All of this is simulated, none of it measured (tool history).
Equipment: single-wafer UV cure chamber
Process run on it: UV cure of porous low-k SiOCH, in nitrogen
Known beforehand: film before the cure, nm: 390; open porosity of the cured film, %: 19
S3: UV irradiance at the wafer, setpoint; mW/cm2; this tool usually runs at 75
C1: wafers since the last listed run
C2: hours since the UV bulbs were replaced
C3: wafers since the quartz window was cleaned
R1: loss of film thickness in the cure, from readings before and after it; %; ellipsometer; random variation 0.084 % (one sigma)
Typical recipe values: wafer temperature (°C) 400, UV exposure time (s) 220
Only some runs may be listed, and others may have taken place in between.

run 1 hour=0 | wafer_temperature_(°C)=388 UV_exposure_time_(s)=220 S3=75 | C1=0 C2=1356.8 C3=3025 | R1=7.971
-- hour=27.3 quartz window cleaned
run 2 hour=76.1 | wafer_temperature_(°C)=388 UV_exposure_time_(s)=220 S3=75 | C1=490 C2=1432.9 C3=351 | R1=8.452
run 3 hour=165.5 | wafer_temperature_(°C)=405 UV_exposure_time_(s)=285 S3=75 | C1=644 C2=1522.3 C3=995 | R1=9.631
run 4 hour=242.3 | wafer_temperature_(°C)=405 UV_exposure_time_(s)=285 S3=75 | C1=553 C2=1599.1 C3=1549 | R1=9.424
run 5 hour=323.3 | wafer_temperature_(°C)=405 UV_exposure_time_(s)=285 S3=75 | C1=583 C2=1680.1 C3=2132 | R1=9.335
run 6 hour=385.6 | wafer_temperature_(°C)=400 UV_exposure_time_(s)=220 S3=59 | C1=448 C2=1742.4 C3=2581 | R1=7.127
-- hour=412.4 quartz window cleaned
run 7 hour=467.8 | wafer_temperature_(°C)=400 UV_exposure_time_(s)=220 S3=59 | C1=534 C2=1824.6 C3=399 | R1=7.544
run 8 hour=574.2 | wafer_temperature_(°C)=400 UV_exposure_time_(s)=140 S3=75 | C1=766 C2=1931 C3=1165 | R1=6.628
run 9 hour=648.4 | wafer_temperature_(°C)=400 UV_exposure_time_(s)=140 S3=75 | C1=534 C2=2005.2 C3=1700 | R1=6.563
run 10 hour=708.3 | wafer_temperature_(°C)=400 UV_exposure_time_(s)=140 S3=75 | C1=431 C2=2065.1 C3=2132 | R1=6.524
run 11 hour=814.6 | wafer_temperature_(°C)=400 UV_exposure_time_(s)=220 S3=75 | C1=765 C2=2171.4 C3=2897 | R1=7.764
-- hour=896.8 quartz window cleaned
run 12 hour=898.7 | wafer_temperature_(°C)=400 UV_exposure_time_(s)=220 S3=75 | C1=548 C2=2255.5 C3=13 | R1=8.334
run 13 hour=954.6 | wafer_temperature_(°C)=400 UV_exposure_time_(s)=220 S3=75 | C1=402 C2=2311.4 C3=416 | R1=8.283
run 14 hour=1021.4 | wafer_temperature_(°C)=383 UV_exposure_time_(s)=325 S3=75 | C1=481 C2=2378.2 C3=897 | R1=9.309
run 15 hour=1121.7 | wafer_temperature_(°C)=388 UV_exposure_time_(s)=170 S3=94 | C1=722 C2=2478.5 C3=1620 | R1=7.73
run 16 hour=1193.2 | wafer_temperature_(°C)=400 UV_exposure_time_(s)=220 S3=75 | C1=515 C2=2550 C3=2135 | R1=7.942
run 17 hour=1263.2 | wafer_temperature_(°C)=407 UV_exposure_time_(s)=220 S3=75 | C1=504 C2=2620 C3=2639 | R1=7.832
run 18 hour=1330.9 | wafer_temperature_(°C)=400 UV_exposure_time_(s)=140 S3=75 | C1=487 C2=2687.7 C3=3127 | R1=5.833
-- hour=1368.7 quartz window cleaned
run 19 hour=1414 | wafer_temperature_(°C)=405 UV_exposure_time_(s)=220 S3=93 | C1=541 C2=2770.8 C3=326 | R1=8.872
run 20 hour=1504.4 | wafer_temperature_(°C)=389 UV_exposure_time_(s)=220 S3=113 | C1=651 C2=2861.2 C3=977 | R1=9.517
-- hour=1530.2 UV bulbs replaced
run 21 hour=1590.8 | wafer_temperature_(°C)=400 UV_exposure_time_(s)=220 S3=75 | C1=564 C2=60.6 C3=1542 | R1=8.658
run 22 hour=1660 | wafer_temperature_(°C)=400 UV_exposure_time_(s)=315 S3=115 | C1=498 C2=129.8 C3=2041 | R1=11.775
run 23 hour=1727.5 | wafer_temperature_(°C)=400 UV_exposure_time_(s)=220 S3=75 | C1=486 C2=197.3 C3=2527 | R1=8.423
-- hour=1743.6 quartz window cleaned
run 24 hour=1829 | wafer_temperature_(°C)=400 UV_exposure_time_(s)=180 S3=44 | C1=673 C2=298.8 C3=614 | R1=6.007
run 25 hour=1891.6 | wafer_temperature_(°C)=400 UV_exposure_time_(s)=220 S3=75 | C1=450 C2=361.4 C3=1065 | R1=8.637
run 26 hour=1977.4 | wafer_temperature_(°C)=400 UV_exposure_time_(s)=345 S3=89 | C1=618 C2=447.2 C3=1684 | R1=11.236

For each entry between runs, how does the tool's hidden state at the last listed run before it compare with that at the first listed run after it?
In the gap between runs 1 and 2: quartz window cleaned (hour 27.3)
  lamp output below its setpoint, %: 9.37 -> 9.86; transmission lost against a clean window, %: 14.1 -> 1.2
  what was measured, less what the result would be without the hidden state, R1: -0.987 -> -0.459 %
In the gap between runs 6 and 7: quartz window cleaned (hour 412.4)
  lamp output below its setpoint, %: 11.9 -> 12.4; transmission lost against a clean window, %: 10.9 -> 1.59
  what was measured, less what the result would be without the hidden state, R1: -0.916 -> -0.57 %
In the gap between runs 11 and 12: quartz window cleaned (hour 896.8)
  lamp output below its setpoint, %: 14.6 -> 15.2; transmission lost against a clean window, %: 13.8 -> 2.25
  what was measured, less what the result would be without the hidden state, R1: -1.191 -> -0.741 %
In the gap between runs 18 and 19: quartz window cleaned (hour 1368.7)
  lamp output below its setpoint, %: 18 -> 18.5; transmission lost against a clean window, %: 16.8 -> 1.41
  what was measured, less what the result would be without the hidden state, R1: -1.381 -> -0.864 %
In the gap between runs 20 and 21: UV bulbs replaced (hour 1530.2)
  lamp output below its setpoint, %: 19.1 -> 1.96; transmission lost against a clean window, %: 2.67 -> 5.06
  what was measured, less what the result would be without the hidden state, R1: -0.978 -> -0.281 %
In the gap between runs 23 and 24: quartz window cleaned (hour 1743.6)
  lamp output below its setpoint, %: 2.84 -> 3.5; transmission lost against a clean window, %: 11.2 -> 1.02
  what was measured, less what the result would be without the hidden state, R1: -0.58 -> -0.162 %
